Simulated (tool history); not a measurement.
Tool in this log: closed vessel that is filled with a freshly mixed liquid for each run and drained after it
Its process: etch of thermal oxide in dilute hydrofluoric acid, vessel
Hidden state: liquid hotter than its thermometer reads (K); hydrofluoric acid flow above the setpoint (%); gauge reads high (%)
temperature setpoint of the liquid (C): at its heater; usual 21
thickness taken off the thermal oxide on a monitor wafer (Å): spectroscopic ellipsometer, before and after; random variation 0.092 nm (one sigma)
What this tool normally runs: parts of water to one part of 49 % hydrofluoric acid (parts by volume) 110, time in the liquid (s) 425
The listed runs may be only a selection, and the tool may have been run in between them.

run   hour  temperature setpoint of the liquid (C)  parts of water to one part of 49 % hydrofluoric acid (parts by volume)  time in the liquid (s)  wafers since the last listed run  hours since the thermometer was replaced  hours since the hydrofluoric acid flow meter was replaced  hours since the gauge calibration  read-back film thickness of the thermal oxide reference wafer, read on the same gauge (nm)  thickness taken off the thermal oxide on a monitor wafer (Å)
  1      0                                      21                                                                     110                     425                                 0                                    1275.1                                                      430.2                               69.9                                                                                       40.04                                                         154.8
  2   27.7                                      21                                                                     110                     425                              2441                                    1302.8                                                      457.9                               97.6                                                                                       40.01                                                           155
  3   44.1                                      21                                                                     110                     425                              1445                                    1319.2                                                      474.3                                114                                                                                       40.03                                                           155
  4   66.8                                      20                                                                     110                     425                              2000                                    1341.9                                                        497                              136.7                                                                                       39.99                                                           150
  5   81.4                                      20                                                                     110                     425                              1286                                    1356.5                                                      511.6                              151.3                                                                                       40.03                                                           150
  6   94.7                                      20                                                                     110                     425                              1172                                    1369.8                                                      524.9                              164.6                                                                                       40.01                                                         149.9
  7  119.6                                      21                                                                      65                     425                              2194                                    1394.7                                                      549.8                              189.5                                                                                       39.97                                                         279.1
       130  -- thermometer replaced
  8  139.7                                      21                                                                      65                     425                              1683                                       9.7                                                      569.9                              209.6                                                                                       39.97                                                         282.1
     141.4  -- gauge calibrated
  9  157.5                                      21                                                                     110                     425                              1568                                      27.5                                                      587.7                               16.1                                                                                       40.04                                                         157.2
 10    181                                      21                                                                      65                     425                              2070                                        51                                                      611.2                               39.6                                                                                       39.99                                                         282.3
 11  210.1                                      17                                                                     150                     600                              2564                                      80.1                                                      640.3                               68.7                                                                                          40                                                         133.9
 12  238.2                                    18.5                                                                     110                     625                              2476                                     108.2                                                      668.4                               96.8                                                                                       40.02                                                         211.1
 13  266.4                                      21                                                                     110                     425                              2485                                     136.4                                                      696.6                                125                                                                                       40.01                                                         160.4
     289.7  -- hydrofluoric acid flow meter replaced
 14  302.3                                      21                                                                      60                     425                              3075                                     172.3                                                       12.6                              160.9                                                                                       40.05                                                         283.4
 15  325.4                                      21                                                                     110                     195                              2035                                     195.4                                                       35.7                                184                                                                                       39.99                                                          68.1
 16    389                                    18.5                                                                     110                     320                              5604                                       259                                                       99.3                              247.6                                                                                       39.97                                                         101.1

The tool's hidden state at each run:
liquid hotter than its thermometer reads (K): 0 in every run
gauge reads high (%): 0 in every run
H1: hydrofluoric acid flow above the setpoint (%)
run    H1
  1   6.4
  2  6.81
  3  7.05
  4  7.39
  5   7.6
  6   7.8
  7  8.17
  8  8.47
  9  8.73
 10  9.08
 11  9.51
 12  9.92
 13  10.3
 14  1.89
 15  2.23
 16  3.17
